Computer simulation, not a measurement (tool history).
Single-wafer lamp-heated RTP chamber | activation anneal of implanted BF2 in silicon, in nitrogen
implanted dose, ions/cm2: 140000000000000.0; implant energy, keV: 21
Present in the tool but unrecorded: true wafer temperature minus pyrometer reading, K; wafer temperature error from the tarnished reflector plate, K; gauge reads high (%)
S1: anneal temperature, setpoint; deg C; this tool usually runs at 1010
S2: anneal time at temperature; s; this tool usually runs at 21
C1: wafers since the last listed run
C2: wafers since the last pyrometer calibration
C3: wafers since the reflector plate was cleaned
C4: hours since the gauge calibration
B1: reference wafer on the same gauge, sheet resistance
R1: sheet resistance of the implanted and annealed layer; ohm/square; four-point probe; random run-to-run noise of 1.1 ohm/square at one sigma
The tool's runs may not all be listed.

{"run": 1, "day": 0.0, "S1": 990, "S2": 21, "C1": 0, "C2": 7167, "C3": 8155, "C4": 222.8, "B1": 644.18, "R1": 723.74}
{"day": 1.142, "done": "pyrometer window cleaned and pyrometer calibrated"}
{"day": 2.842, "done": "reflector plate cleaned"}
{"run": 2, "day": 4.475, "S1": 990, "S2": 21, "C1": 950, "C2": 748, "C3": 407, "C4": 330.2, "B1": 643.22, "R1": 722.06}
{"run": 3, "day": 7.238, "S1": 1010, "S2": 21, "C1": 689, "C2": 1438, "C3": 1096, "C4": 396.5, "B1": 642.27, "R1": 716.4}
{"run": 4, "day": 10.867, "S1": 1010, "S2": 21, "C1": 905, "C2": 2343, "C3": 2001, "C4": 483.6, "B1": 640.5, "R1": 715.19}
{"run": 5, "day": 12.471, "S1": 1010, "S2": 21, "C1": 400, "C2": 2743, "C3": 2402, "C4": 522.1, "B1": 640.06, "R1": 715.97}
{"run": 6, "day": 15.633, "S1": 1010, "S2": 21, "C1": 789, "C2": 3533, "C3": 3191, "C4": 598, "B1": 638.22, "R1": 711.1}
{"day": 16.062, "done": "gauge calibrated"}
{"run": 7, "day": 19.638, "S1": 1010, "S2": 21, "C1": 999, "C2": 4532, "C3": 4190, "C4": 85.8, "B1": 645.89, "R1": 720.06}
{"run": 8, "day": 21.683, "S1": 1010, "S2": 21, "C1": 510, "C2": 5042, "C3": 4700, "C4": 134.9, "B1": 646.03, "R1": 719.99}
{"run": 9, "day": 24.067, "S1": 1010, "S2": 21, "C1": 594, "C2": 5637, "C3": 5295, "C4": 192.1, "B1": 645.81, "R1": 719.69}
{"run": 10, "day": 25.942, "S1": 1010, "S2": 29, "C1": 467, "C2": 6105, "C3": 5763, "C4": 237.1, "B1": 645.17, "R1": 716.21}
{"run": 11, "day": 29.175, "S1": 1010, "S2": 16, "C1": 806, "C2": 6911, "C3": 6570, "C4": 314.7, "B1": 644.46, "R1": 721.44}
{"run": 12, "day": 32.883, "S1": 986, "S2": 12, "C1": 925, "C2": 7837, "C3": 7495, "C4": 403.7, "B1": 643.11, "R1": 727.68}
{"day": 36.383, "done": "pyrometer window cleaned and pyrometer calibrated"}
{"run": 13, "day": 36.404, "S1": 1034, "S2": 15, "C1": 795, "C2": 4, "C3": 8290, "C4": 488.2, "B1": 641.45, "R1": 714.4}
{"day": 37.408, "done": "reflector plate cleaned"}
{"run": 14, "day": 38.071, "S1": 993, "S2": 18, "C1": 332, "C2": 337, "C3": 165, "C4": 528.2, "B1": 640.7, "R1": 721.08}
{"run": 15, "day": 42.029, "S1": 1010, "S2": 21, "C1": 987, "C2": 1325, "C3": 1153, "C4": 623.2, "B1": 638.78, "R1": 712.56}
{"day": 42.046, "done": "gauge calibrated"}
{"run": 16, "day": 44.371, "S1": 1021, "S2": 15, "C1": 584, "C2": 1909, "C3": 1737, "C4": 55.8, "B1": 646.63, "R1": 725.41}
{"run": 17, "day": 46.246, "S1": 986, "S2": 28, "C1": 467, "C2": 2377, "C3": 2205, "C4": 100.8, "B1": 646.7, "R1": 724.72}
{"run": 18, "day": 50.729, "S1": 991, "S2": 30, "C1": 1118, "C2": 3496, "C3": 3324, "C4": 208.4, "B1": 645.83, "R1": 721.5}

Here are 5 independent what-if runs from the current tool condition. What would each one return?
{"run": "A", "day": 50.746, "S1": 986, "S2": 21, "C1": 4, "C2": 3500, "C3": 3328, "C4": 208.8, "B1": "?", "R1": "?"}
{"run": "B", "day": 50.746, "S1": 980, "S2": 21, "C1": 4, "C2": 3500, "C3": 3328, "C4": 208.8, "B1": "?", "R1": "?"}
{"run": "C", "day": 50.746, "S1": 1038, "S2": 11, "C1": 4, "C2": 3500, "C3": 3328, "C4": 208.8, "B1": "?", "R1": "?"}
{"run": "D", "day": 50.746, "S1": 989, "S2": 14, "C1": 4, "C2": 3500, "C3": 3328, "C4": 208.8, "B1": "?", "R1": "?"}
{"run": "E", "day": 50.746, "S1": 1010, "S2": 10, "C1": 4, "C2": 3500, "C3": 3328, "C4": 208.8, "B1": "?", "R1": "?"}

run=A B1=645.75 R1=727.94
run=B B1=645.75 R1=730.46
run=C B1=645.75 R1=722.25
run=D B1=645.75 R1=730.32
run=E B1=645.75 R1=727.18
Without the tool's unlogged condition, the same runs would have read:
run=A R1=728.08
run=B R1=730.61
run=C R1=722.4
run=D R1=730.47
run=E R1=727.33

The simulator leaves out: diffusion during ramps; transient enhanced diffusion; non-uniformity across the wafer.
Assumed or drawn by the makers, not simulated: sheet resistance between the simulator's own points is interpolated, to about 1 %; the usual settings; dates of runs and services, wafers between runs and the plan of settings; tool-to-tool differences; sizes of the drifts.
